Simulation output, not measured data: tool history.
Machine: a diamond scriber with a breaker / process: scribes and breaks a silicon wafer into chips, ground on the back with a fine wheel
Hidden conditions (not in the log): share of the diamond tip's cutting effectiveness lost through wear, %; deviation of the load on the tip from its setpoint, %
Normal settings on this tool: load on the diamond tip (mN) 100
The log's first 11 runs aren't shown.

run   hour  load on the diamond tip (mN)  wafers since the last listed run  hours since the diamond tip was replaced  hours since the load on the tip was calibrated  incoming depth of the damage left on the back of the incoming wafer, um  depth of the median crack under the scribed line (um)  chips rejected at inspection after the break (%)
 12  129.2                           100                                17                                    1026.7                                          1461.9                                                                     1.69                                                    9.8                                             18.97
 13  140.2                           100                                12                                    1037.7                                          1472.9                                                                     2.91                                                   9.64                                             19.43
 14  151.6                           100                                13                                    1049.1                                          1484.3                                                                     2.51                                                   9.57                                             21.52
     155.5  -- load on the tip recalibrated
 15  167.4                           100                                16                                    1064.9                                            11.9                                                                     2.14                                                   9.42                                             18.66
 16  174.3                            78                                 8                                    1071.8                                            18.8                                                                     2.86                                                   7.53                                             67.04
 17  183.4                           125                                10                                    1080.9                                            27.9                                                                     2.57                                                  11.87                                              2.38
 18  189.5                           113                                 7                                      1087                                              34                                                                     2.55                                                  10.74                                              7.84
 19  201.5                            86                                14                                      1099                                              46                                                                     2.01                                                   8.36                                             46.54
 20  213.1                            86                                13                                    1110.6                                            57.6                                                                     2.72                                                    8.3                                             45.22
 21  220.4                            71                                 8                                    1117.9                                            64.9                                                                     1.72                                                   6.74                                             78.13
 22  232.2                           116                                13                                    1129.7                                            76.7                                                                     2.55                                                  10.76                                               7.1
 23  245.9                           108                                16                                    1143.4                                            90.4                                                                     2.15                                                  10.08                                             14.45
 24  280.4                           130                                40                                    1177.9                                           124.9                                                                     2.04                                                  11.81                                              1.39
     290.1  -- diamond tip replaced by a new one
 25  293.6                           100                                13                                       3.5                                           138.1                                                                     1.86                                                  11.91                                              1.19
 26  308.5                           100                                17                                      18.4                                             153                                                                     2.75                                                  11.94                                               1.9
 27  322.5                            88                                16                                      32.4                                             167                                                                     1.73                                                  10.46                                              10.9
 28  334.1                           100                                13                                        44                                           178.6                                                                     1.59                                                  11.88                                              1.07
 29  349.3                           110                                17                                      59.2                                           193.8                                                                     2.88                                                  12.75                                              2.67
 30  361.8                           100                                14                                      71.7                                           206.3                                                                     2.78                                                  11.79                                              2.13
 31  376.4                           100                                17                                      86.3                                           220.9                                                                     1.84                                                  11.77                                              1.43

Alternative continuations, all from the tool just after run 31; predict every row:
  A  377.1                           100                                 0                                        87                                           221.6                                                                     1.82                                                      ?                                                 ?
  B  377.1                           120                                 0                                        87                                           221.6                                                                     1.82                                                      ?                                                 ?
  C  377.1                            77                                 0                                        87                                           221.6                                                                     1.82                                                      ?                                                 ?
  D  377.1                           112                                 0                                        87                                           221.6                                                                     1.82                                                      ?                                                 ?
  E  377.1                            92                                 0                                        87                                           221.6                                                                     1.82                                                      ?                                                 ?

run  depth of the median crack under the scribed line (um)  chips rejected at inspection after the break (%)
  A                                                  11.56                                              1.49
  B                                                  13.59                                              7.11
  C                                                   8.98                                              31.4
  D                                                   12.8                                              2.53
  E                                                   10.7                                              6.46
What these runs would have given with no unlogged condition in the tool:
run  depth of the median crack under the scribed line (um)  chips rejected at inspection after the break (%)
  A                                                  12.01                                              0.85
  B                                                  14.12                                             11.31
  C                                                   9.33                                             24.96
  D                                                  13.29                                              5.09
  E                                                  11.11                                              3.44

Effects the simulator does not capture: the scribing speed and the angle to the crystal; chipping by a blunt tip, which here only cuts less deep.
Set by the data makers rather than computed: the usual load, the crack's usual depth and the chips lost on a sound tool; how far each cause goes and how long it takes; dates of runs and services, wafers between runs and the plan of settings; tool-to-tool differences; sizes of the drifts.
